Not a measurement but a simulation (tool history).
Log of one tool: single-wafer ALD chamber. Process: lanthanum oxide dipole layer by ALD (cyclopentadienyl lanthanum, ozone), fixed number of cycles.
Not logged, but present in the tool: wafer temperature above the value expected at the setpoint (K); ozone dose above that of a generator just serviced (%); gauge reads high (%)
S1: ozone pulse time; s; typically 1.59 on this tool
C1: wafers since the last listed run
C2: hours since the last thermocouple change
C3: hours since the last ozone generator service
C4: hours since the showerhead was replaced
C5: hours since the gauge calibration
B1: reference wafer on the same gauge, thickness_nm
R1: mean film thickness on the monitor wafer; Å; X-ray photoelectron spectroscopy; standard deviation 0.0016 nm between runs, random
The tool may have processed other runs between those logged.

{"run": 1, "hour": 0.0, "S1": 1.78, "C1": 0, "C2": 2078.1, "C3": 568.2, "C4": 2675.2, "C5": 354.8, "B1": 0.647, "R1": 6.22}
{"run": 2, "hour": 61.7, "S1": 1.78, "C1": 816, "C2": 2139.8, "C3": 629.9, "C4": 2736.9, "C5": 416.5, "B1": 0.647, "R1": 6.24}
{"run": 3, "hour": 99.2, "S1": 1.78, "C1": 496, "C2": 2177.3, "C3": 667.4, "C4": 2774.4, "C5": 454.0, "B1": 0.647, "R1": 6.25}
{"run": 4, "hour": 169.4, "S1": 1.97, "C1": 929, "C2": 2247.5, "C3": 737.6, "C4": 2844.6, "C5": 524.2, "B1": 0.647, "R1": 6.3}
{"hour": 236.9, "done": "ozone generator serviced"}
{"run": 5, "hour": 238.1, "S1": 1.97, "C1": 803, "C2": 2316.2, "C3": 1.2, "C4": 2913.3, "C5": 592.9, "B1": 0.647, "R1": 6.38}
{"run": 6, "hour": 276.2, "S1": 1.59, "C1": 504, "C2": 2354.3, "C3": 39.3, "C4": 2951.4, "C5": 631.0, "B1": 0.647, "R1": 6.24}
{"run": 7, "hour": 308.8, "S1": 1.59, "C1": 431, "C2": 2386.9, "C3": 71.9, "C4": 2984.0, "C5": 663.6, "B1": 0.647, "R1": 6.21}
{"run": 8, "hour": 367.7, "S1": 1.59, "C1": 779, "C2": 2445.8, "C3": 130.8, "C4": 3042.9, "C5": 722.5, "B1": 0.647, "R1": 6.21}
{"hour": 454.1, "done": "thermocouple changed; heater temperature recalibrated"}
{"run": 9, "hour": 466.6, "S1": 1.59, "C1": 1202, "C2": 12.5, "C3": 229.7, "C4": 3141.8, "C5": 821.4, "B1": 0.648, "R1": 6.19}
{"run": 10, "hour": 520.1, "S1": 1.59, "C1": 708, "C2": 66.0, "C3": 283.2, "C4": 3195.3, "C5": 874.9, "B1": 0.647, "R1": 6.18}
{"run": 11, "hour": 587.4, "S1": 1.59, "C1": 890, "C2": 133.3, "C3": 350.5, "C4": 3262.6, "C5": 942.2, "B1": 0.647, "R1": 6.16}
{"run": 12, "hour": 647.7, "S1": 1.59, "C1": 798, "C2": 193.6, "C3": 410.8, "C4": 3322.9, "C5": 1002.5, "B1": 0.646, "R1": 6.14}
{"run": 13, "hour": 678.0, "S1": 2.21, "C1": 400, "C2": 223.9, "C3": 441.1, "C4": 3353.2, "C5": 1032.8, "B1": 0.647, "R1": 6.39}
{"run": 14, "hour": 729.1, "S1": 2.01, "C1": 676, "C2": 275.0, "C3": 492.2, "C4": 3404.3, "C5": 1083.9, "B1": 0.646, "R1": 6.34}
{"hour": 741.6, "done": "gauge calibrated"}
{"run": 15, "hour": 773.0, "S1": 1.33, "C1": 580, "C2": 318.9, "C3": 536.1, "C4": 3448.2, "C5": 31.4, "B1": 0.647, "R1": 5.94}
{"run": 16, "hour": 820.9, "S1": 2.14, "C1": 633, "C2": 366.8, "C3": 584.0, "C4": 3496.1, "C5": 79.3, "B1": 0.647, "R1": 6.36}
{"run": 17, "hour": 892.8, "S1": 1.3, "C1": 951, "C2": 438.7, "C3": 655.9, "C4": 3568.0, "C5": 151.2, "B1": 0.647, "R1": 5.9}
{"hour": 911.4, "done": "ozone generator serviced"}
{"run": 18, "hour": 938.9, "S1": 1.59, "C1": 504, "C2": 484.8, "C3": 27.5, "C4": 3614.1, "C5": 197.3, "B1": 0.647, "R1": 6.25}
{"hour": 963.7, "done": "showerhead replaced"}
{"run": 19, "hour": 964.2, "S1": 1.59, "C1": 228, "C2": 510.1, "C3": 52.8, "C4": 0.5, "C5": 222.6, "B1": 0.647, "R1": 6.24}
{"run": 20, "hour": 1065.7, "S1": 1.24, "C1": 1343, "C2": 611.6, "C3": 154.3, "C4": 102.0, "C5": 324.1, "B1": 0.647, "R1": 5.97}
{"run": 21, "hour": 1120.9, "S1": 1.59, "C1": 730, "C2": 666.8, "C3": 209.5, "C4": 157.2, "C5": 379.3, "B1": 0.647, "R1": 6.19}
{"run": 22, "hour": 1183.0, "S1": 1.01, "C1": 821, "C2": 728.9, "C3": 271.6, "C4": 219.3, "C5": 441.4, "B1": 0.647, "R1": 5.69}
{"run": 23, "hour": 1215.5, "S1": 2.18, "C1": 430, "C2": 761.4, "C3": 304.1, "C4": 251.8, "C5": 473.9, "B1": 0.647, "R1": 6.41}
{"run": 24, "hour": 1284.9, "S1": 1.59, "C1": 918, "C2": 830.8, "C3": 373.5, "C4": 321.2, "C5": 543.3, "B1": 0.647, "R1": 6.16}
{"run": 25, "hour": 1347.5, "S1": 1.37, "C1": 828, "C2": 893.4, "C3": 436.1, "C4": 383.8, "C5": 605.9, "B1": 0.647, "R1": 5.99}

Consider 4 possible next runs. They are alternatives, not a sequence: every one starts from the tool as it was left by run 25. What does each give?
{"run": "A", "hour": 1347.9, "S1": 0.96, "C1": 5, "C2": 893.8, "C3": 436.5, "C4": 384.2, "C5": 606.3, "B1": "?", "R1": "?"}
{"run": "B", "hour": 1347.9, "S1": 1.39, "C1": 5, "C2": 893.8, "C3": 436.5, "C4": 384.2, "C5": 606.3, "B1": "?", "R1": "?"}
{"run": "C", "hour": 1347.9, "S1": 0.98, "C1": 5, "C2": 893.8, "C3": 436.5, "C4": 384.2, "C5": 606.3, "B1": "?", "R1": "?"}
{"run": "D", "hour": 1347.9, "S1": 1.92, "C1": 5, "C2": 893.8, "C3": 436.5, "C4": 384.2, "C5": 606.3, "B1": "?", "R1": "?"}

run=A B1=0.647 R1=5.60
run=B B1=0.647 R1=6.03
run=C B1=0.647 R1=5.62
run=D B1=0.647 R1=6.31
Had the tool no hidden state, the same runs would have come out as:
run=A R1=5.83
run=B R1=6.20
run=C R1=5.86
run=D R1=6.41
